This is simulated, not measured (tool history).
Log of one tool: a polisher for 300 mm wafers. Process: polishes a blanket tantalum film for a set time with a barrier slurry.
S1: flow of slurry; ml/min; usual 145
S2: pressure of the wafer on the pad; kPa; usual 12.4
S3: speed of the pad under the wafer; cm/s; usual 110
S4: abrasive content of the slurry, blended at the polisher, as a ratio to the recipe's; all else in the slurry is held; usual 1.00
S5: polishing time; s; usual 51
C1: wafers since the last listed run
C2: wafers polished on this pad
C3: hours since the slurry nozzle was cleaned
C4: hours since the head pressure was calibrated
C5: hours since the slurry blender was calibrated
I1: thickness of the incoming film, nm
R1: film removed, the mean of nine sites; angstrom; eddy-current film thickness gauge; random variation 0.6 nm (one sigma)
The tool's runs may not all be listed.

run	hour	S1	S2	S3	S4	S5	C1	C2	C3	C4	C5	I1	R1
1	0.0	180	12.4	110	1.00	51	0	1190	584.3	365.0	77.9	249.9	955
# hour 32.9: worn pad replaced by a new one
2	33.4	145	13.8	110	1.00	51	397	6	617.7	398.4	111.3	252.8	1003
3	57.3	145	12.4	110	1.00	51	323	329	641.6	422.3	135.2	254.0	926
4	78.9	145	12.4	110	1.00	51	292	621	663.2	443.9	156.8	250.4	914
5	95.1	145	12.4	110	1.00	51	219	841	679.4	460.1	173.0	248.8	914
6	128.9	145	12.4	110	0.85	62	457	1298	713.2	493.9	206.8	247.3	1047
# hour 154.3: worn pad replaced by a new one
7	163.9	145	12.4	110	1.00	51	419	130	748.2	528.9	241.8	248.8	897
8	191.6	145	12.4	110	1.00	51	374	504	775.9	556.6	269.5	250.2	887
9	226.2	145	12.4	110	0.80	51	468	973	810.5	591.2	304.1	250.1	830
# hour 240.0: head pressure recalibrated
10	244.8	145	12.4	110	0.80	51	224	1197	829.1	4.8	322.7	248.1	892
11	259.9	145	12.4	110	1.00	51	204	1401	844.2	19.9	337.8	252.3	958
# hour 280.0: slurry nozzle cleaned
12	280.5	175	10.3	84	1.00	59	265	1667	0.5	40.5	358.4	249.1	781
# hour 285.2: worn pad replaced by a new one
# hour 289.0: slurry blender recalibrated
13	307.7	145	12.4	76	1.10	51	286	277	27.7	67.7	18.7	251.9	675
14	327.9	190	12.4	110	1.25	51	273	550	47.9	87.9	38.9	252.4	1064
15	360.6	195	12.4	124	1.00	35	442	992	80.6	120.6	71.6	249.7	773
16	382.7	120	12.4	132	0.70	58	299	1291	102.7	142.7	93.7	250.5	1115
# hour 410.4: worn pad replaced by a new one
17	410.9	145	12.4	110	1.00	51	327	6	130.9	170.9	121.9	248.7	943
18	426.2	145	12.4	110	1.00	51	207	213	146.2	186.2	137.2	253.5	957
19	452.7	145	13.8	92	0.75	51	358	571	172.7	212.7	163.7	252.4	773
20	486.7	165	14.5	110	1.00	51	460	1031	206.7	246.7	197.7	246.3	1062
21	513.4	180	14.5	138	1.00	44	361	1393	233.4	273.4	224.4	253.2	1176
# hour 526.6: worn pad replaced by a new one
22	543.3	145	10.3	110	1.00	51	350	226	263.3	303.3	254.3	252.6	830
23	574.2	145	9.7	110	0.75	51	418	644	294.2	334.2	285.2	251.9	721

How the hidden state differs across the entries between the runs, from the last listed run before each to the first after it:
Between runs 1 and 2: worn pad replaced by a new one (hour 32.9)
  deviation of the head's pressure from its setpoint, %: -3.27 -> -4.09
  measured less the result without the state, R1: -21 -> -28 angstrom
Between runs 6 and 7: worn pad replaced by a new one (hour 154.3)
  deviation of the head's pressure from its setpoint, %: -6.83 -> -7.98
  measured less the result without the state, R1: -50 -> -50 angstrom
Between runs 9 and 10: head pressure recalibrated (hour 240.0)
  deviation of the head's pressure from its setpoint, %: -10.2 -> 0.302
  measured less the result without the state, R1: -60 -> +2 angstrom
Between runs 11 and 12: slurry nozzle cleaned (hour 280.0)
  deviation of the head's pressure from its setpoint, %: 0.29 -> 0.25
  measured less the result without the state, R1: +2 -> +1 angstrom
Between runs 12 and 13: worn pad replaced by a new one (hour 285.2); slurry blender recalibrated (hour 289.0)
  deviation of the head's pressure from its setpoint, %: 0.25 -> 0.155
  measured less the result without the state, R1: +1 -> +1 angstrom
Between runs 16 and 17: worn pad replaced by a new one (hour 410.4)
  deviation of the head's pressure from its setpoint, %: -0.352 -> -0.636
  measured less the result without the state, R1: -2 -> -4 angstrom
Between runs 21 and 22: worn pad replaced by a new one (hour 526.6)
  deviation of the head's pressure from its setpoint, %: -2.1 -> -2.65
  measured less the result without the state, R1: -16 -> -15 angstrom
